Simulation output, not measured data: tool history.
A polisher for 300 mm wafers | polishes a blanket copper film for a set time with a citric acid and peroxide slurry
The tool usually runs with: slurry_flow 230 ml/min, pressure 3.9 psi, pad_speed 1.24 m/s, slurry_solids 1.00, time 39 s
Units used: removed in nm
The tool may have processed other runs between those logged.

| run | hour | slurry_flow | pressure | pad_speed | slurry_solids | time | incoming thickness of the incoming film, nm | removed |
|---|---|---|---|---|---|---|---|---|
| 1 | 0.0 | 230 | 3.9 | 0.92 | 1.00 | 39 | 733.4 | 105.1 |
|  | 4.9 | slurry nozzle cleaned |
| 2 | 7.1 | 230 | 3.9 | 0.92 | 1.00 | 39 | 742.6 | 105.1 |
| 3 | 17.9 | 230 | 3.9 | 0.92 | 1.00 | 39 | 735.2 | 105.5 |
| 4 | 25.2 | 190 | 3.9 | 1.24 | 1.00 | 39 | 728.4 | 136.0 |
| 5 | 38.7 | 190 | 3.9 | 1.24 | 1.00 | 39 | 720.5 | 137.2 |
| 6 | 45.7 | 190 | 3.9 | 1.24 | 1.00 | 39 | 722.5 | 138.8 |
|  | 54.3 | head pressure recalibrated |
| 7 | 59.2 | 230 | 3.3 | 1.24 | 1.00 | 39 | 726.1 | 125.8 |
| 8 | 67.7 | 230 | 3.3 | 1.24 | 1.00 | 39 | 729.2 | 125.3 |
| 9 | 75.7 | 230 | 3.9 | 1.24 | 1.00 | 39 | 732.5 | 144.0 |
| 10 | 86.7 | 300 | 3.9 | 1.36 | 1.10 | 44 | 723.4 | 181.7 |
| 11 | 97.3 | 210 | 3.2 | 1.24 | 1.00 | 39 | 735.2 | 122.7 |
| 12 | 106.0 | 230 | 3.9 | 1.24 | 1.00 | 39 | 735.9 | 137.8 |
|  | 111.3 | worn pad replaced by a new one |
| 13 | 120.9 | 265 | 3.9 | 1.08 | 1.25 | 46 | 734.0 | 152.5 |
| 14 | 130.5 | 230 | 3.9 | 1.24 | 1.00 | 39 | 717.2 | 142.2 |
| 15 | 142.9 | 230 | 3.9 | 1.58 | 1.00 | 50 | 731.1 | 227.2 |
| 16 | 160.6 | 230 | 3.4 | 1.24 | 0.90 | 39 | 723.0 | 126.1 |
| 17 | 168.4 | 230 | 3.4 | 1.24 | 1.00 | 29 | 725.2 | 95.2 |
| 18 | 182.0 | 230 | 3.9 | 1.48 | 1.00 | 39 | 727.6 | 170.3 |
| 19 | 193.7 | 230 | 5.2 | 1.24 | 1.00 | 39 | 729.2 | 170.5 |
| 20 | 211.1 | 230 | 3.9 | 1.24 | 1.00 | 39 | 728.9 | 141.5 |
| 21 | 227.7 | 230 | 4.6 | 1.24 | 1.00 | 39 | 737.2 | 154.2 |
| 22 | 234.4 | 230 | 3.9 | 1.24 | 1.00 | 39 | 720.4 | 134.7 |
| 23 | 243.2 | 230 | 3.9 | 0.92 | 1.00 | 39 | 738.5 | 102.0 |
| 24 | 257.5 | 230 | 3.9 | 1.08 | 1.00 | 39 | 740.4 | 119.9 |
|  | 267.5 | worn pad replaced by a new one |
| 25 | 274.9 | 230 | 3.9 | 1.24 | 1.30 | 39 | 740.0 | 143.8 |
| 26 | 289.4 | 230 | 4.5 | 1.46 | 1.20 | 35 | 727.0 | 167.0 |
| 27 | 297.3 | 230 | 3.9 | 1.24 | 1.00 | 39 | 734.2 | 135.6 |
| 28 | 310.4 | 230 | 3.9 | 0.88 | 1.25 | 45 | 728.7 | 117.0 |
| 29 | 323.8 | 190 | 3.9 | 1.24 | 1.00 | 39 | 719.4 | 135.2 |
| 30 | 331.2 | 230 | 3.9 | 0.98 | 1.00 | 39 | 728.1 | 110.1 |
| 31 | 340.1 | 230 | 2.8 | 1.24 | 1.10 | 26 | 718.3 | 71.5 |
| 32 | 356.5 | 230 | 3.9 | 1.50 | 1.00 | 52 | 740.6 | 216.0 |

Selected run-to-run steps in removed, each split into two signed amounts: the part the tool would show with no hidden state at all (from settings, incoming material and random variation), and the remainder, which goes to the hidden state together with any gauge scatter not common to the measured and the hidden-state-free results:
The tool's hidden condition here consists of: removal rate lost through wear of the pad, %; slurry flow missing at the pad, %; deviation of the head's pressure from its setpoint, %; abrasive missing from the slurry, %.
Run 14 -> 15: pad_speed 1.24 -> 1.58, time 39 -> 50. removed +85.0 nm: hidden state -1.3, all else +86.3.
Run 15 -> 16: pressure 3.9 -> 3.4, pad_speed 1.58 -> 1.24, slurry_solids 1.00 -> 0.90, time 50 -> 39. removed -101.1 nm: hidden state +1.3, all else -102.4.
Run 17 -> 18: pressure 3.4 -> 3.9, pad_speed 1.24 -> 1.48, time 29 -> 39. removed +75.1 nm: hidden state -1.6, all else +76.7.
Run 30 -> 31: pressure 3.9 -> 2.8, pad_speed 0.98 -> 1.24, slurry_solids 1.00 -> 1.10, time 39 -> 26. removed -38.6 nm: hidden state +1.5, all else -40.1.
Run 31 -> 32: pressure 2.8 -> 3.9, pad_speed 1.24 -> 1.50, slurry_solids 1.10 -> 1.00, time 26 -> 52. removed +144.5 nm: hidden state -7.3, all else +151.8.
